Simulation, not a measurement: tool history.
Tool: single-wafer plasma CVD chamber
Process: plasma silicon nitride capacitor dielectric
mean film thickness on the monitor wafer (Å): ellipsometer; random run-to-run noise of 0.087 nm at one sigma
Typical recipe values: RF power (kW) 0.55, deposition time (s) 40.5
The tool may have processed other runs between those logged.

| run | day | RF power (kW) | deposition time (s) | wafers since the last listed run | hours since the last RF generator calibration | hours since the showerhead was replaced | hours since the gauge calibration | read-back reference wafer on the same gauge, thickness_nm | mean film thickness on the monitor wafer (Å) |
|---|---|---|---|---|---|---|---|---|---|
| 1 | 0 | 0.55 | 40.5 | 0 | 2316.6 | 4550.6 | 21.7 | 56.514 | 579.72 |
| 2 | 0.417 | 0.55 | 40.5 | 159 | 2326.6 | 4560.6 | 31.7 | 56.574 | 580.52 |
| 3 | 0.954 | 0.55 | 40.5 | 205 | 2339.5 | 4573.5 | 44.6 | 56.574 | 580.78 |
| 4 | 1.225 | 0.55 | 40.5 | 103 | 2346 | 4580 | 51.1 | 56.615 | 580.7 |
| 5 | 1.762 | 0.55 | 40.5 | 205 | 2358.9 | 4592.9 | 64 | 56.603 | 582.07 |
| 6 | 2.333 | 0.635 | 38 | 218 | 2372.6 | 4606.6 | 77.7 | 56.658 | 585.36 |
| 7 | 2.604 | 0.635 | 38 | 103 | 2379.1 | 4613.1 | 84.2 | 56.663 | 586.03 |
| 8 | 2.867 | 0.635 | 38 | 100 | 2385.4 | 4619.4 | 90.5 | 56.693 | 585.38 |
|  | 3.688 | RF generator calibrated |
| 9 | 3.708 | 0.55 | 40.5 | 194 | 0.5 | 4639.6 | 110.7 | 56.742 | 582.63 |
|  | 4.329 | showerhead replaced |
| 10 | 4.35 | 0.55 | 47.6 | 118 | 15.9 | 0.5 | 126.1 | 56.767 | 684.96 |
|  | 4.725 | gauge calibrated |
| 11 | 4.771 | 0.485 | 34.3 | 161 | 26 | 10.6 | 1.1 | 56.51 | 459.77 |
| 12 | 5.367 | 0.645 | 34.2 | 228 | 40.3 | 24.9 | 15.4 | 56.545 | 528.7 |
| 13 | 5.888 | 0.485 | 34.3 | 199 | 52.8 | 37.4 | 27.9 | 56.576 | 458.45 |
| 14 | 6.162 | 0.55 | 46.6 | 105 | 59.4 | 44 | 34.5 | 56.572 | 668.43 |

Run 15 is up next; what results do you expect?
| 15 | 6.538 | 0.46 | 38.3 | 143 | 68.4 | 53 | 43.5 | ? | ? |

Run 15 gave read-back reference wafer on the same gauge, thickness_nm 56.548, mean film thickness on the monitor wafer (Å) 498.18.
With no hidden state in the tool, this same run would have given mean film thickness on the monitor wafer (Å) 497.38.

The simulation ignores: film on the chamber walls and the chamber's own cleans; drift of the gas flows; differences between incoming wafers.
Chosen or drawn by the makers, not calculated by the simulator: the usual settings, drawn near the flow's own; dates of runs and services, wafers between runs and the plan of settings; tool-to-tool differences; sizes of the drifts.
